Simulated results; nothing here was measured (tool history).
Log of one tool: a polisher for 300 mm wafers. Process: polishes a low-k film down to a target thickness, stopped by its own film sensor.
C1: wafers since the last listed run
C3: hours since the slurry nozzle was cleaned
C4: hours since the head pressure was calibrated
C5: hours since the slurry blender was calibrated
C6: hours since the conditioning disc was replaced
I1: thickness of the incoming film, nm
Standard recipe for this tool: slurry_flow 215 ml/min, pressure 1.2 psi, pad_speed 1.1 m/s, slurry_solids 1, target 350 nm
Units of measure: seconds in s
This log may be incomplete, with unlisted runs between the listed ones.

run 1 day=0 | slurry_flow=215 pressure=1.2 pad_speed=1.1 slurry_solids=1 target=350 | C1=0 wafers_polished_on_this_pad=1756 C3=459.2 C4=1232.1 C5=374.3 C6=367.8 | I1=368.8 | seconds=62.5
-- day=0.092 slurry nozzle cleaned
-- day=0.621 slurry blender recalibrated
-- day=0.721 conditioning disc replaced and pad reconditioned
run 2 day=2.825 | slurry_flow=215 pressure=1.2 pad_speed=1.1 slurry_solids=1 target=350 | C1=412 wafers_polished_on_this_pad=2168 C3=65.6 C4=1299.9 C5=52.9 C6=50.5 | I1=368.9 | seconds=62.3
-- day=3.846 worn pad replaced by a new one
run 3 day=4.883 | slurry_flow=215 pressure=1.2 pad_speed=1 slurry_solids=1 target=350 | C1=297 wafers_polished_on_this_pad=163 C3=115 C4=1349.3 C5=102.3 C6=99.9 | I1=367 | seconds=59
run 4 day=9.679 | slurry_flow=215 pressure=1.2 pad_speed=1.1 slurry_solids=1 target=350 | C1=755 wafers_polished_on_this_pad=918 C3=230.1 C4=1464.4 C5=217.4 C6=215 | I1=364.1 | seconds=45.7
run 5 day=11.596 | slurry_flow=250 pressure=1.2 pad_speed=0.88 slurry_solids=1 target=350 | C1=301 wafers_polished_on_this_pad=1220 C3=276.1 C4=1510.4 C5=263.4 C6=261 | I1=368.3 | seconds=69.1
run 6 day=12.817 | slurry_flow=215 pressure=1.2 pad_speed=1.1 slurry_solids=1 target=350 | C1=192 wafers_polished_on_this_pad=1413 C3=305.4 C4=1539.7 C5=292.7 C6=290.3 | I1=376.1 | seconds=85.1
-- day=13.762 head pressure recalibrated
-- day=15.183 slurry nozzle cleaned
run 7 day=15.496 | slurry_flow=260 pressure=1.2 pad_speed=1.1 slurry_solids=1 target=350 | C1=402 wafers_polished_on_this_pad=1815 C3=7.5 C4=41.6 C5=357 C6=354.6 | I1=367.6 | seconds=59.9
-- day=15.858 conditioning disc replaced and pad reconditioned
-- day=17.754 slurry blender recalibrated
run 8 day=18.358 | slurry_flow=165 pressure=1.2 pad_speed=1.1 slurry_solids=1 target=350 | C1=424 wafers_polished_on_this_pad=2240 C3=76.2 C4=110.3 C5=14.5 C6=60 | I1=371.8 | seconds=78
-- day=19.758 worn pad replaced by a new one
run 9 day=20.404 | slurry_flow=155 pressure=0.9 pad_speed=1.1 slurry_solids=1 target=350 | C1=296 wafers_polished_on_this_pad=101 C3=125.3 C4=159.4 C5=63.6 C6=109.1 | I1=369.4 | seconds=93.7
run 10 day=22.775 | slurry_flow=215 pressure=0.9 pad_speed=1.1 slurry_solids=1 target=350 | C1=373 wafers_polished_on_this_pad=475 C3=182.2 C4=216.3 C5=120.5 C6=166 | I1=370.8 | seconds=97.2
run 11 day=24.188 | slurry_flow=150 pressure=0.9 pad_speed=1.1 slurry_solids=1 target=350 | C1=222 wafers_polished_on_this_pad=697 C3=216.1 C4=250.2 C5=154.4 C6=199.9 | I1=364.2 | seconds=68.9
run 12 day=27.021 | slurry_flow=215 pressure=1.2 pad_speed=1.1 slurry_solids=0.8 target=350 | C1=446 wafers_polished_on_this_pad=1144 C3=284.1 C4=318.2 C5=222.4 C6=267.9 | I1=365 | seconds=57.4
run 13 day=30.204 | slurry_flow=170 pressure=1.1 pad_speed=1.28 slurry_solids=1.2 target=350 | C1=501 wafers_polished_on_this_pad=1645 C3=360.5 C4=394.6 C5=298.8 C6=344.3 | I1=375.7 | seconds=82.2
run 14 day=31.475 | slurry_flow=215 pressure=0.9 pad_speed=1.1 slurry_solids=1 target=350 | C1=200 wafers_polished_on_this_pad=1845 C3=391 C4=425.1 C5=329.3 C6=374.8 | I1=371.6 | seconds=96
-- day=33.375 slurry nozzle cleaned
run 15 day=34.221 | slurry_flow=215 pressure=1.2 pad_speed=0.92 slurry_solids=0.85 target=350 | C1=425 wafers_polished_on_this_pad=2271 C3=20.3 C4=491 C5=395.2 C6=440.7 | I1=373.3 | seconds=98.1
-- day=34.358 conditioning disc replaced and pad reconditioned
-- day=35.625 slurry blender recalibrated
run 16 day=36.125 | slurry_flow=215 pressure=0.9 pad_speed=1.1 slurry_solids=1.15 target=350 | C1=273 wafers_polished_on_this_pad=2545 C3=66 C4=536.7 C5=12 C6=42.4 | I1=363.4 | seconds=56.8
-- day=37.3 worn pad replaced by a new one
run 17 day=37.546 | slurry_flow=215 pressure=1.2 pad_speed=0.98 slurry_solids=1 target=350 | C1=197 wafers_polished_on_this_pad=38 C3=100.1 C4=570.8 C5=46.1 C6=76.5 | I1=371.1 | seconds=77.6
run 18 day=39.112 | slurry_flow=215 pressure=1.2 pad_speed=1.1 slurry_solids=1 target=350 | C1=246 wafers_polished_on_this_pad=285 C3=137.7 C4=608.4 C5=83.7 C6=114.1 | I1=372.3 | seconds=73.4
run 19 day=40.704 | slurry_flow=280 pressure=1.2 pad_speed=0.94 slurry_solids=1 target=350 | C1=250 wafers_polished_on_this_pad=536 C3=175.9 C4=646.6 C5=121.9 C6=152.3 | I1=373.3 | seconds=85.4
run 20 day=42.308 | slurry_flow=145 pressure=1.2 pad_speed=1.1 slurry_solids=1 target=350 | C1=252 wafers_polished_on_this_pad=789 C3=214.4 C4=685.1 C5=160.4 C6=190.8 | I1=371.8 | seconds=79.5
run 21 day=44.842 | slurry_flow=215 pressure=1.2 pad_speed=1.1 slurry_solids=1 target=350 | C1=399 wafers_polished_on_this_pad=1188 C3=275.2 C4=745.9 C5=221.2 C6=251.6 | I1=367.5 | seconds=58.5
run 22 day=45.942 | slurry_flow=215 pressure=1.2 pad_speed=1.1 slurry_solids=0.8 target=346 | C1=173 wafers_polished_on_this_pad=1361 C3=301.6 C4=772.3 C5=247.6 C6=278 | I1=374.8 | seconds=106.2
run 23 day=48.083 | slurry_flow=215 pressure=1.2 pad_speed=0.88 slurry_solids=1.25 target=346 | C1=337 wafers_polished_on_this_pad=1698 C3=353 C4=823.7 C5=299 C6=329.4 | I1=369.6 | seconds=86.4
-- day=49.929 conditioning disc replaced and pad reconditioned
-- day=50.429 slurry nozzle cleaned
run 24 day=50.867 | slurry_flow=215 pressure=1.5 pad_speed=1.1 slurry_solids=1 target=356 | C1=418 wafers_polished_on_this_pad=2117 C3=10.5 C4=890.5 C5=365.8 C6=22.5 | I1=366.8 | seconds=28.4
-- day=52.7 worn pad replaced by a new one
-- day=52.846 slurry blender recalibrated
run 25 day=52.942 | slurry_flow=215 pressure=1.2 pad_speed=1.1 slurry_solids=1 target=350 | C1=287 wafers_polished_on_this_pad=24 C3=60.3 C4=940.3 C5=2.3 C6=72.3 | I1=373 | seconds=76.4

Predict each of these 4 candidate next runs independently; none follows another, all start after run 25:
run A day=52.962 | slurry_flow=155 pressure=1.2 pad_speed=1.1 slurry_solids=1 target=350 | C1=3 wafers_polished_on_this_pad=28 C3=60.8 C4=940.8 C5=2.8 C6=72.8 | I1=368.1 | seconds=?
run B day=52.962 | slurry_flow=215 pressure=0.8 pad_speed=1.26 slurry_solids=1.15 target=346 | C1=3 wafers_polished_on_this_pad=28 C3=60.8 C4=940.8 C5=2.8 C6=72.8 | I1=368.1 | seconds=?
run C day=52.962 | slurry_flow=245 pressure=1 pad_speed=1.1 slurry_solids=1 target=350 | C1=3 wafers_polished_on_this_pad=28 C3=60.8 C4=940.8 C5=2.8 C6=72.8 | I1=368.1 | seconds=?
run D day=52.962 | slurry_flow=155 pressure=0.9 pad_speed=0.9 slurry_solids=1 target=350 | C1=3 wafers_polished_on_this_pad=28 C3=60.8 C4=940.8 C5=2.8 C6=72.8 | I1=368.1 | seconds=?

run=A seconds=64
run=B seconds=94.2
run=C seconds=71.5
run=D seconds=100.1
Without the tool's unlogged condition, the same runs would have read:
run=A seconds=67.1
run=B seconds=98.8
run=C seconds=75
run=D seconds=105
